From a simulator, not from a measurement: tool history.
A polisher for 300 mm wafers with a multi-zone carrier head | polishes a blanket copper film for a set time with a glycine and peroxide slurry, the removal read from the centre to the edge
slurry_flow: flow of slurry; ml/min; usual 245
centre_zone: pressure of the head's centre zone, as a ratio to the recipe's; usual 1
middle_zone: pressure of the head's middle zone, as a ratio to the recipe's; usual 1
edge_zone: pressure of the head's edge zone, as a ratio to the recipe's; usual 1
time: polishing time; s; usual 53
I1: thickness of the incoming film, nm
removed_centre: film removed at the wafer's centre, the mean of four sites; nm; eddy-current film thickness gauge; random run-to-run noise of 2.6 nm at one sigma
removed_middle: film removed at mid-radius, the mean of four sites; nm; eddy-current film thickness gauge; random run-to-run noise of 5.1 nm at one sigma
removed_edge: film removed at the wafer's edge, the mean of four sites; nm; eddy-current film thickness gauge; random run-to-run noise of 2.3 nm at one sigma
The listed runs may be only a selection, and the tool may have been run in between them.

run 1 hour=0 | slurry_flow=245 centre_zone=0.96 middle_zone=1 edge_zone=0.92 time=53 | I1=2083.6 | removed_centre=385 removed_middle=394.5 removed_edge=361.8
run 2 hour=6.6 | slurry_flow=245 centre_zone=1.07 middle_zone=1 edge_zone=1 time=53 | I1=2085 | removed_centre=415 removed_middle=389.5 removed_edge=379.4
-- hour=12.5 carrier head's membrane replaced by a new one
run 3 hour=15.9 | slurry_flow=225 centre_zone=1 middle_zone=1 edge_zone=1 time=53 | I1=2044.6 | removed_centre=390 removed_middle=386.4 removed_edge=374.2
run 4 hour=33.8 | slurry_flow=225 centre_zone=1 middle_zone=1 edge_zone=1 time=53 | I1=2076.2 | removed_centre=389.6 removed_middle=382.2 removed_edge=375.8
run 5 hour=48.5 | slurry_flow=225 centre_zone=1 middle_zone=1 edge_zone=1 time=53 | I1=2100.9 | removed_centre=386.2 removed_middle=384.9 removed_edge=374.2
run 6 hour=56.1 | slurry_flow=245 centre_zone=1 middle_zone=1 edge_zone=1 time=53 | I1=2041.8 | removed_centre=390.1 removed_middle=387.6 removed_edge=372
run 7 hour=65.6 | slurry_flow=290 centre_zone=1.09 middle_zone=1 edge_zone=1 time=53 | I1=2046 | removed_centre=435.7 removed_middle=393.8 removed_edge=387.1
-- hour=67.4 slurry nozzle cleaned
run 8 hour=78.3 | slurry_flow=300 centre_zone=1.03 middle_zone=1 edge_zone=1.1 time=35 | I1=2089.2 | removed_centre=273.1 removed_middle=261 removed_edge=265.6
-- hour=85.9 edge zone pressure recalibrated
-- hour=91.4 worn pad replaced by a new one
run 9 hour=95.7 | slurry_flow=245 centre_zone=1 middle_zone=1 edge_zone=1 time=53 | I1=2051.3 | removed_centre=394.7 removed_middle=386.7 removed_edge=378.2
run 10 hour=102.5 | slurry_flow=245 centre_zone=1.08 middle_zone=1 edge_zone=1 time=53 | I1=2066.3 | removed_centre=423.5 removed_middle=383.8 removed_edge=376.5
run 11 hour=119.7 | slurry_flow=245 centre_zone=1.06 middle_zone=1 edge_zone=1.09 time=53 | I1=2054.5 | removed_centre=410.8 removed_middle=391.4 removed_edge=392.1
run 12 hour=173 | slurry_flow=245 centre_zone=1 middle_zone=0.91 edge_zone=1 time=53 | I1=2028.3 | removed_centre=397.2 removed_middle=362.1 removed_edge=378.7
run 13 hour=183 | slurry_flow=280 centre_zone=1 middle_zone=1 edge_zone=1 time=53 | I1=2074.7 | removed_centre=402.9 removed_middle=392.7 removed_edge=381.6
-- hour=193.6 centre zone pressure recalibrated
run 14 hour=197.5 | slurry_flow=245 centre_zone=1 middle_zone=1 edge_zone=1 time=53 | I1=2070.4 | removed_centre=394.2 removed_middle=386 removed_edge=381.5
run 15 hour=212.1 | slurry_flow=245 centre_zone=1 middle_zone=1 edge_zone=0.93 time=53 | I1=2057.2 | removed_centre=399.5 removed_middle=395.5 removed_edge=363.9
run 16 hour=223 | slurry_flow=245 centre_zone=0.91 middle_zone=0.93 edge_zone=1 time=67 | I1=2061.7 | removed_centre=462.2 removed_middle=462.1 removed_edge=477.5
run 17 hour=230.9 | slurry_flow=245 centre_zone=1 middle_zone=1.07 edge_zone=1 time=66 | I1=2060.1 | removed_centre=494.6 removed_middle=502.8 removed_edge=471.6
run 18 hour=244.4 | slurry_flow=245 centre_zone=0.9 middle_zone=1 edge_zone=0.89 time=53 | I1=2089.6 | removed_centre=362.1 removed_middle=389.1 removed_edge=360.6

For run 19, what comes out?
run 19 hour=258.9 | slurry_flow=295 centre_zone=0.93 middle_zone=1.04 edge_zone=0.9 time=53 | I1=2091.3 | removed_centre=? removed_middle=? removed_edge=?

Logged for run 19: removed_centre 375.8 nm, removed_middle 422 nm, removed_edge 366.9 nm.
Without the tool's hidden state the same run would have given removed_centre 375.8 nm, removed_middle 422 nm, removed_edge 366.9 nm.

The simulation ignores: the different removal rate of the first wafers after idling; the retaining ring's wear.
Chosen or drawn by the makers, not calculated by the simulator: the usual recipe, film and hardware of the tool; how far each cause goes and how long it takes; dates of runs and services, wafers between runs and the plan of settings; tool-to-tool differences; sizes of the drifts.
